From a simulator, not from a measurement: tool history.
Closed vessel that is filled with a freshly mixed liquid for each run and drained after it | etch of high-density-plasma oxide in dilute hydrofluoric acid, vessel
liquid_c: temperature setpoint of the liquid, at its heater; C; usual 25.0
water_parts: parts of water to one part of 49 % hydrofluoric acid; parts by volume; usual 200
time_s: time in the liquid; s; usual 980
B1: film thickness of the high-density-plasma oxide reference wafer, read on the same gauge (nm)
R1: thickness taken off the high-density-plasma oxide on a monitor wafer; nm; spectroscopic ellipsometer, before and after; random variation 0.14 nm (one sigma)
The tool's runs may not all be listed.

run 1 hour=0.0 | liquid_c=27.5 water_parts=200 time_s=980 | B1=120.01 | R1=36.84
-- hour=4.1 gauge calibrated
run 2 hour=16.0 | liquid_c=25.0 water_parts=200 time_s=795 | B1=120.01 | R1=27.35
run 3 hour=29.1 | liquid_c=25.0 water_parts=200 time_s=795 | B1=120.01 | R1=27.43
run 4 hour=38.9 | liquid_c=25.0 water_parts=200 time_s=795 | B1=120.00 | R1=27.05
run 5 hour=51.1 | liquid_c=25.0 water_parts=160 time_s=980 | B1=120.00 | R1=44.24
run 6 hour=59.0 | liquid_c=25.0 water_parts=160 time_s=980 | B1=120.02 | R1=44.15
run 7 hour=65.3 | liquid_c=23.5 water_parts=200 time_s=525 | B1=120.01 | R1=17.05
run 8 hour=74.7 | liquid_c=23.5 water_parts=200 time_s=525 | B1=119.98 | R1=17.10
run 9 hour=85.1 | liquid_c=25.0 water_parts=200 time_s=980 | B1=119.99 | R1=33.76
run 10 hour=94.5 | liquid_c=25.0 water_parts=200 time_s=980 | B1=120.01 | R1=33.79
run 11 hour=103.6 | liquid_c=21.0 water_parts=170 time_s=980 | B1=120.04 | R1=35.54
run 12 hour=114.7 | liquid_c=21.0 water_parts=170 time_s=980 | B1=119.97 | R1=35.22
run 13 hour=121.6 | liquid_c=21.0 water_parts=170 time_s=980 | B1=120.02 | R1=35.41
run 14 hour=173.9 | liquid_c=25.0 water_parts=200 time_s=980 | B1=120.00 | R1=33.96
run 15 hour=191.1 | liquid_c=25.0 water_parts=200 time_s=980 | B1=120.01 | R1=33.54
-- hour=208.9 hydrofluoric acid flow meter replaced
run 16 hour=209.4 | liquid_c=25.0 water_parts=200 time_s=980 | B1=120.02 | R1=34.00
run 17 hour=221.5 | liquid_c=25.0 water_parts=140 time_s=1565 | B1=120.01 | R1=82.42
-- hour=225.0 thermometer replaced
run 18 hour=228.4 | liquid_c=25.0 water_parts=200 time_s=780 | B1=120.01 | R1=25.31

The next listed run, before its measurement:
run 19 hour=238.4 | liquid_c=21.0 water_parts=170 time_s=980 | B1=? | R1=?

{"run 19": {"B1": 120.0, "R1": 33.19}}
Without the tool's hidden state the same run would have given R1 32.58 nm.
